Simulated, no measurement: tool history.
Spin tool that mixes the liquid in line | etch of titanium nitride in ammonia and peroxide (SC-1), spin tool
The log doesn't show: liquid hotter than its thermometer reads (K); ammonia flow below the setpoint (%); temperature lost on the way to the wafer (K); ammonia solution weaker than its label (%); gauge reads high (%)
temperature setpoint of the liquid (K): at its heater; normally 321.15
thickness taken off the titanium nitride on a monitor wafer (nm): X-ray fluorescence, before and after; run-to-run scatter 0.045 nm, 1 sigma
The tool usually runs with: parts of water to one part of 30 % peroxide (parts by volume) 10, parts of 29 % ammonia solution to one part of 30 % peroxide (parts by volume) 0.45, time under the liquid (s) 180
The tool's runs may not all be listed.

run   hour  temperature setpoint of the liquid (K)  parts of water to one part of 30 % peroxide (parts by volume)  parts of 29 % ammonia solution to one part of 30 % peroxide (parts by volume)  time under the liquid (s)  wafers since the last listed run  hours since the thermometer was replaced  hours since the ammonia flow meter was replaced  hours since the heated supply line was repaired  hours since the drum of ammonia solution was connected  hours since the gauge calibration  read-back film thickness of the titanium nitride reference wafer, read on the same gauge (nm)  thickness taken off the titanium nitride on a monitor wafer (nm)
  1      0                                  321.15                                                             10                                                                           0.45                        180                                 0                                    2430.9                                           1135.7                                            434.1                                                   272.8                               77.1                                                                                          40.04                                                              7.42
  2   10.7                                  321.15                                                             13                                                                            0.3                        180                                50                                    2441.6                                           1146.4                                            444.8                                                   283.5                               87.8                                                                                          39.97                                                              5.92
  3     25                                  321.15                                                             13                                                                            0.3                        180                                67                                    2455.9                                           1160.7                                            459.1                                                   297.8                              102.1                                                                                          40.01                                                              5.93
  4   41.4                                  321.15                                                             13                                                                            0.3                        180                                77                                    2472.3                                           1177.1                                            475.5                                                   314.2                              118.5                                                                                             40                                                              5.93
  5   54.3                                  328.65                                                             14                                                                           0.45                        180                                61                                    2485.2                                             1190                                            488.4                                                   327.1                              131.4                                                                                          39.96                                                             10.21
      62.4  -- ammonia flow meter replaced
  6   70.1                                  321.15                                                             15                                                                            0.5                        215                                70                                      2501                                              7.7                                            504.2                                                   342.9                              147.2                                                                                          40.01                                                               7.2
  7   87.3                                  313.15                                                             10                                                                            0.3                        180                                81                                    2518.2                                             24.9                                            521.4                                                   360.1                              164.4                                                                                             40                                                              3.83
      95.7  -- thermometer replaced
  8    100                                  321.15                                                             10                                                                           0.45                        180                                55                                       4.3                                             37.6                                            534.1                                                   372.8                              177.1                                                                                             40                                                              7.33
  9  116.8                                  327.15                                                             10                                                                           0.55                        140                                79                                      21.1                                             54.4                                            550.9                                                   389.6                              193.9                                                                                          40.03                                                              8.88
 10  127.8                                  321.15                                                             10                                                                           0.45                        180                                52                                      32.1                                             65.4                                            561.9                                                   400.6                              204.9                                                                                          39.97                                                              7.35
 11  139.7                                  312.15                                                             10                                                                           0.45                        105                                56                                        44                                             77.3                                            573.8                                                   412.5                              216.8                                                                                          39.99                                                              2.23
     146.2  -- new drum of ammonia solution connected
 12  151.6                                  321.15                                                             10                                                                            0.5                        180                                51                                      55.9                                             89.2                                            585.7                                                     5.4                              228.7                                                                                          39.98                                                              7.59
 13  162.2                                  321.15                                                           12.5                                                                           0.45                        180                                50                                      66.5                                             99.8                                            596.3                                                      16                              239.3                                                                                          39.99                                                               6.7
       177  -- heated supply line repaired
 14  179.4                                  321.15                                                             10                                                                           0.45                        180                                77                                      83.7                                              117                                              2.4                                                    33.2                              256.5                                                                                             40                                                              7.45
 15    194                                  327.65                                                             10                                                                           0.45                        180                                69                                      98.3                                            131.6                                               17                                                    47.8                              271.1                                                                                          39.97                                                             11.77
 16  204.2                                  321.15                                                           11.5                                                                           0.45                        180                                48                                     108.5                                            141.8                                             27.2                                                      58                              281.3                                                                                          39.96                                                              6.97
 17  210.6                                  316.65                                                             10                                                                           0.45                         85                                30                                     114.9                                            148.2                                             33.6                                                    64.4                              287.7                                                                                          39.97                                                              2.57
 18  227.1                                  317.65                                                            6.5                                                                           0.35                        180                                78                                     131.4                                            164.7                                             50.1                                                    80.9                              304.2                                                                                          40.03                                                               6.9
 19  238.5                                  321.15                                                             10                                                                            0.3                        180                                54                                     142.8                                            176.1                                             61.5                                                    92.3                              315.6                                                                                          39.98                                                              6.95
 20  256.5                                  321.15                                                             10                                                                           0.45                        180                                85                                     160.8                                            194.1                                             79.5                                                   110.3                              333.6                                                                                          39.99                                                              7.41
 21  262.6                                  313.65                                                             12                                                                            0.3                        180                                29                                     166.9                                            200.2                                             85.6                                                   116.4                              339.7                                                                                          40.02                                                              3.62
 22  269.9                                  321.15                                                             10                                                                           0.45                        180                                34                                     174.2                                            207.5                                             92.9                                                   123.7                                347                                                                                          39.97                                                              7.38
 23  283.9                                  330.15                                                             10                                                                            0.3                        180                                66                                     188.2                                            221.5                                            106.9                                                   137.7                                361                                                                                          39.97                                                             12.82
 24  297.5                                  324.15                                                             10                                                                           0.45                        180                                64                                     201.8                                            235.1                                            120.5                                                   151.3                              374.6                                                                                          40.03                                                              9.23
 25  305.4                                  321.15                                                             10                                                                           0.45                        260                                37                                     209.7                                              243                                            128.4                                                   159.2                              382.5                                                                                          40.02                                                             10.81

Each row is a separate what-if for the run after 25, all from the same tool condition, not one after another. Results?
  A  305.9                                  321.15                                                             10                                                                           0.45                        180                                 2                                     210.2                                            243.5                                            128.9                                                   159.7                                383                                                                                              ?                                                                 ?
  B  305.9                                  318.65                                                             10                                                                           0.45                        230                                 2                                     210.2                                            243.5                                            128.9                                                   159.7                                383                                                                                              ?                                                                 ?
  C  305.9                                  321.15                                                             10                                                                           0.55                        180                                 2                                     210.2                                            243.5                                            128.9                                                   159.7                                383                                                                                              ?                                                                 ?

run  read-back film thickness of the titanium nitride reference wafer, read on the same gauge (nm)  thickness taken off the titanium nitride on a monitor wafer (nm)
  A                                                                                             40                                                              7.42
  B                                                                                             40                                                              7.94
  C                                                                                             40                                                              7.69
With no hidden state in the tool, these same runs would have given:
run  thickness taken off the titanium nitride on a monitor wafer (nm)
  A                                                              7.49
  B                                                              8.01
  C                                                              7.75

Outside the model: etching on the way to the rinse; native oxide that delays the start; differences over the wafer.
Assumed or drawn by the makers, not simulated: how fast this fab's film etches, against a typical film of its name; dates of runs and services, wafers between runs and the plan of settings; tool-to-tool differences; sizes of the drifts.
